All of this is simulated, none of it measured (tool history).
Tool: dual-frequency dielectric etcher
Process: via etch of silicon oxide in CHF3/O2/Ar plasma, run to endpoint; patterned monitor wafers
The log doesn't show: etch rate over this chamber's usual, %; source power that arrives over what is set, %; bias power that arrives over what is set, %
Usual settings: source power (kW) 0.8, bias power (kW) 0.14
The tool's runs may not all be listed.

run   hour  source power (kW)  bias power (kW)  wafers since the last listed run  hours since the last wet clean  hours since the last source power generator calibration  hours since the last bias power generator calibration  hours since the last upper electrode change  incoming incoming film thickness, nm  endpoint time (s)
  1      0                0.9             0.14                                 0                           304.3                                                   4709.6                                                 2180.9                                       4554.9                                 427.4              198.8
  2     33                0.9             0.14                               156                           337.3                                                   4742.6                                                 2213.9                                       4587.9                                 422.1              195.7
  3   65.8                0.9             0.14                               155                           370.1                                                   4775.4                                                 2246.7                                       4620.7                                 419.3              194.8
  4   84.1                0.8             0.14                                86                           388.4                                                   4793.7                                                   2265                                         4639                                 424.2              207.4
  5  115.1                0.8             0.14                               146                           419.4                                                   4824.7                                                   2296                                         4670                                 425.2              209.1
  6  128.4                0.8             0.14                                63                           432.7                                                     4838                                                 2309.3                                       4683.3                                 419.3              206.9
  7  141.4                0.8             0.14                                61                           445.7                                                     4851                                                 2322.3                                       4696.3                                 424.1              207.9
  8  164.2                0.8             0.14                               108                           468.5                                                   4873.8                                                 2345.1                                       4719.1                                 425.1              210.3
     203.2  -- wet clean of the chamber
     237.5  -- upper electrode replaced
  9    268                0.8             0.14                               264                            64.8                                                   4977.6                                                 2448.9                                         30.5                                 422.9              202.7
 10  295.1                0.8             0.14                               128                            91.9                                                   5004.7                                                   2476                                         57.6                                 423.7              204.2
 11  318.6               0.91            0.127                               111                           115.4                                                   5028.2                                                 2499.5                                         81.1                                 423.3              196.6
     337.7  -- bias power generator calibrated
     350.3  -- source power generator calibrated
 12  352.9               0.95            0.114                               124                           149.7                                                      2.6                                                   15.2                                        115.4                                 421.5              197.9
 13  378.3                0.8             0.14                               120                           175.1                                                       28                                                   40.6                                        140.8                                 424.7              205.2
 14  411.4               0.64            0.172                               156                           208.2                                                     61.1                                                   73.7                                        173.9                                 422.1              216.1
 15  429.7                  1            0.175                                86                           226.5                                                     79.4                                                     92                                        192.2                                 424.6              176.8
 16    448               0.72            0.151                                86                           244.8                                                     97.7                                                  110.3                                        210.5                                 422.8              211.7
 17  472.7               0.65            0.123                               117                           269.5                                                    122.4                                                    135                                        235.2                                 423.2              233.6
 18  495.9               0.64            0.117                               109                           292.7                                                    145.6                                                  158.2                                        258.4                                 425.3                241

Forecast each of these 4 alternatives for the next run:
  A  496.4                0.8             0.14                                 2                           293.2                                                    146.1                                                  158.7                                        258.9                                   424                  ?
  B  496.4                0.8            0.149                                 2                           293.2                                                    146.1                                                  158.7                                        258.9                                   424                  ?
  C  496.4               0.91            0.111                                 2                           293.2                                                    146.1                                                  158.7                                        258.9                                   424                  ?
  D  496.4               0.98            0.167                                 2                           293.2                                                    146.1                                                  158.7                                        258.9                                   424                  ?

run  endpoint time (s)
  A              207.1
  B                204
  C              205.6
  D              181.1
Without the tool's hidden state the same runs would have given:
run  endpoint time (s)
  A              203.8
  B              200.8
  C              202.3
  D              178.2

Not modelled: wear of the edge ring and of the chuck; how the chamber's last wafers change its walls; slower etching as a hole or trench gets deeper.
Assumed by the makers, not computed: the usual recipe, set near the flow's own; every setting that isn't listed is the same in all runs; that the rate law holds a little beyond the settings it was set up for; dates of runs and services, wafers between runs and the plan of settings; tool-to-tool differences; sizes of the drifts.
